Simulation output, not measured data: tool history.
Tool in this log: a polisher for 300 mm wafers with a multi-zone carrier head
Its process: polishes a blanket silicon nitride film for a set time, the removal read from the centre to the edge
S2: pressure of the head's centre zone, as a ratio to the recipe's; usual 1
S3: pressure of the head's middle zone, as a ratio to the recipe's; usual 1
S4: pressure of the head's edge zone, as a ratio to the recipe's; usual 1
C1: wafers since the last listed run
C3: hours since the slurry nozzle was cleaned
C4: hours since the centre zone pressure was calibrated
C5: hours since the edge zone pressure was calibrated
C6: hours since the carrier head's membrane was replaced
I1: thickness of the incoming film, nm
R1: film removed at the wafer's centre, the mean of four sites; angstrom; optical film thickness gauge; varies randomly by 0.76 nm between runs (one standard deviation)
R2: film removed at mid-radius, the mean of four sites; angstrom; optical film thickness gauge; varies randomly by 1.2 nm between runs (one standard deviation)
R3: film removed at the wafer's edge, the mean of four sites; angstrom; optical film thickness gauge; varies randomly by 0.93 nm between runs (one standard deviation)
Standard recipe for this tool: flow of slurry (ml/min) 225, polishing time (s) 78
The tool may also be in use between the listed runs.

run 1 hour=0 | flow_of_slurry_(ml/min)=185 S2=0.91 S3=1 S4=1 polishing_time_(s)=78 | C1=0 wafers_polished_on_this_pad=1541 C3=205.2 C4=179.6 C5=1199.5 C6=271.4 | I1=617.2 | R1=745 R2=847 R3=817
-- hour=63.8 worn pad replaced by a new one
run 2 hour=92.9 | flow_of_slurry_(ml/min)=185 S2=0.91 S3=1 S4=1 polishing_time_(s)=78 | C1=851 wafers_polished_on_this_pad=278 C3=298.1 C4=272.5 C5=1292.4 C6=364.3 | I1=633.2 | R1=760 R2=849 R3=840
run 3 hour=142.2 | flow_of_slurry_(ml/min)=225 S2=1 S3=1 S4=1 polishing_time_(s)=78 | C1=472 wafers_polished_on_this_pad=750 C3=347.4 C4=321.8 C5=1341.7 C6=413.6 | I1=633.6 | R1=839 R2=859 R3=847
-- hour=212.4 centre zone pressure recalibrated
run 4 hour=213.5 | flow_of_slurry_(ml/min)=225 S2=1 S3=1 S4=1 polishing_time_(s)=78 | C1=664 wafers_polished_on_this_pad=1414 C3=418.7 C4=1.1 C5=1413 C6=484.9 | I1=628.2 | R1=837 R2=845 R3=827
-- hour=248 worn pad replaced by a new one
-- hour=347.1 edge zone pressure recalibrated
-- hour=349.9 slurry nozzle cleaned
-- hour=439.8 carrier head's membrane replaced by a new one
-- hour=468.4 worn pad replaced by a new one
run 5 hour=489.3 | flow_of_slurry_(ml/min)=225 S2=1 S3=1 S4=1 polishing_time_(s)=78 | C1=2489 wafers_polished_on_this_pad=200 C3=139.4 C4=276.9 C5=142.2 C6=49.5 | I1=630.4 | R1=839 R2=844 R3=848
run 6 hour=533.4 | flow_of_slurry_(ml/min)=225 S2=1 S3=1 S4=1 polishing_time_(s)=78 | C1=422 wafers_polished_on_this_pad=622 C3=183.5 C4=321 C5=186.3 C6=93.6 | I1=634.7 | R1=824 R2=855 R3=849
-- hour=589.6 centre zone pressure recalibrated
run 7 hour=630.1 | flow_of_slurry_(ml/min)=225 S2=1 S3=1 S4=1 polishing_time_(s)=78 | C1=907 wafers_polished_on_this_pad=1530 C3=280.2 C4=40.5 C5=283 C6=190.3 | I1=627.6 | R1=828 R2=846 R3=845

What will run 8 give?
-- hour=670.5 worn pad replaced by a new one
run 8 hour=678.5 | flow_of_slurry_(ml/min)=225 S2=1 S3=1 S4=1 polishing_time_(s)=78 | C1=425 wafers_polished_on_this_pad=76 C3=328.6 C4=88.9 C5=331.4 C6=238.7 | I1=636.4 | R1=? R2=? R3=?

{"run 8": {"R1": 840, "R2": 842, "R3": 842}}
Were there no unlogged condition in the tool, this run, its random variation unchanged, would have produced R1 840 angstrom, R2 842 angstrom, R3 842 angstrom.

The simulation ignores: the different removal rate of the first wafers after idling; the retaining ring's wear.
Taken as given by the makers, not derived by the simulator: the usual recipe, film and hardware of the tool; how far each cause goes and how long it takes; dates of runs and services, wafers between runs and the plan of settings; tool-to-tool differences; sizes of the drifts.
